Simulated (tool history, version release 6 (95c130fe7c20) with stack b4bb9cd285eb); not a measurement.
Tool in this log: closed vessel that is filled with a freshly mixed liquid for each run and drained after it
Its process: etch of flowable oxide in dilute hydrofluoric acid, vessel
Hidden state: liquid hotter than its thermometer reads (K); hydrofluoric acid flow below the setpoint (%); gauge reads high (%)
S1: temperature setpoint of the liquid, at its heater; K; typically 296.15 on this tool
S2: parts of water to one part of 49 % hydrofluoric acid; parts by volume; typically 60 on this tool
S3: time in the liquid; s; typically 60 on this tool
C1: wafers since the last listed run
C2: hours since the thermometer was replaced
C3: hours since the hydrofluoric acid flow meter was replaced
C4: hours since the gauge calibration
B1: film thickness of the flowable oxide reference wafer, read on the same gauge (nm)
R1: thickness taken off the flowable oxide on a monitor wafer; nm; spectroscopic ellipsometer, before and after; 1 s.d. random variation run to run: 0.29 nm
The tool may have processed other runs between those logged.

Run 1, hour 0.0: usual settings but S2 70 parts by volume; C1 0; C2 995.0; C3 904.3; C4 200.3; B1 89.96. Result: R1 31.42 nm.
At hour 17.9: gauge calibrated.
Run 2, hour 26.9: usual settings but S2 70 parts by volume; C1 3455; C2 1021.9; C3 931.2; C4 9.0; B1 89.99. Result: R1 31.16 nm.
Run 3, hour 49.9: usual settings but S1 292.65 K, S2 40 parts by volume; C1 2954; C2 1044.9; C3 954.2; C4 32.0; B1 89.98. Result: R1 49.35 nm.
Run 4, hour 78.2: usual settings but S1 292.65 K, S2 40 parts by volume; C1 3635; C2 1073.2; C3 982.5; C4 60.3; B1 89.98. Result: R1 50.15 nm.
Run 5, hour 104.6: usual settings but S1 294.15 K; C1 3391; C2 1099.6; C3 1008.9; C4 86.7; B1 90.01. Result: R1 34.41 nm.
Run 6, hour 136.0: usual settings but S1 294.15 K; C1 4033; C2 1131.0; C3 1040.3; C4 118.1; B1 90.01. Result: R1 34.32 nm.
Run 7, hour 151.6: usual settings but S1 294.15 K; C1 2003; C2 1146.6; C3 1055.9; C4 133.7; B1 90.01. Result: R1 35.05 nm.
Run 8, hour 163.7: usual settings but S3 90 s; C1 1554; C2 1158.7; C3 1068.0; C4 145.8; B1 90.00. Result: R1 55.49 nm.
At hour 179.0: hydrofluoric acid flow meter replaced.
Run 9, hour 192.9: usual settings; C1 3622; C2 1187.9; C3 13.9; C4 175.0; B1 89.99. Result: R1 37.57 nm.
At hour 216.9: gauge calibrated.
Run 10, hour 223.0: usual settings but S1 293.15 K; C1 3866; C2 1218.0; C3 44.0; C4 6.1; B1 89.99. Result: R1 33.75 nm.
Run 11, hour 250.2: usual settings but S1 299.65 K, S2 80 parts by volume, S3 80 s; C1 3494; C2 1245.2; C3 71.2; C4 33.3; B1 90.02. Result: R1 41.96 nm.
At hour 258.1: thermometer replaced.
Run 12, hour 284.3: usual settings but S1 298.15 K, S2 85 parts by volume; C1 4251; C2 26.2; C3 105.3; C4 67.4; B1 90.00. Result: R1 24.94 nm.
Run 13, hour 315.1: usual settings; C1 3956; C2 57.0; C3 136.1; C4 98.2; B1 90.02. Result: R1 33.53 nm.
Run 14, hour 332.6: usual settings but S1 294.65 K; C1 2248; C2 74.5; C3 153.6; C4 115.7; B1 89.99. Result: R1 31.75 nm.
Run 15, hour 353.9: usual settings but S1 299.15 K, S2 30 parts by volume, S3 45 s; C1 2736; C2 95.8; C3 174.9; C4 137.0; B1 89.98. Result: R1 59.33 nm.

The same runs without the tool's hidden state, with the same run-to-run variation:
run     R1
  1  28.50
  2  28.20
  3  44.33
  4  44.94
  5  30.85
  6  30.68
  7  31.29
  8  49.57
  9  33.48
 10  29.91
 11  37.40
 12  24.84
 13  33.29
 14  31.48
 15  58.72
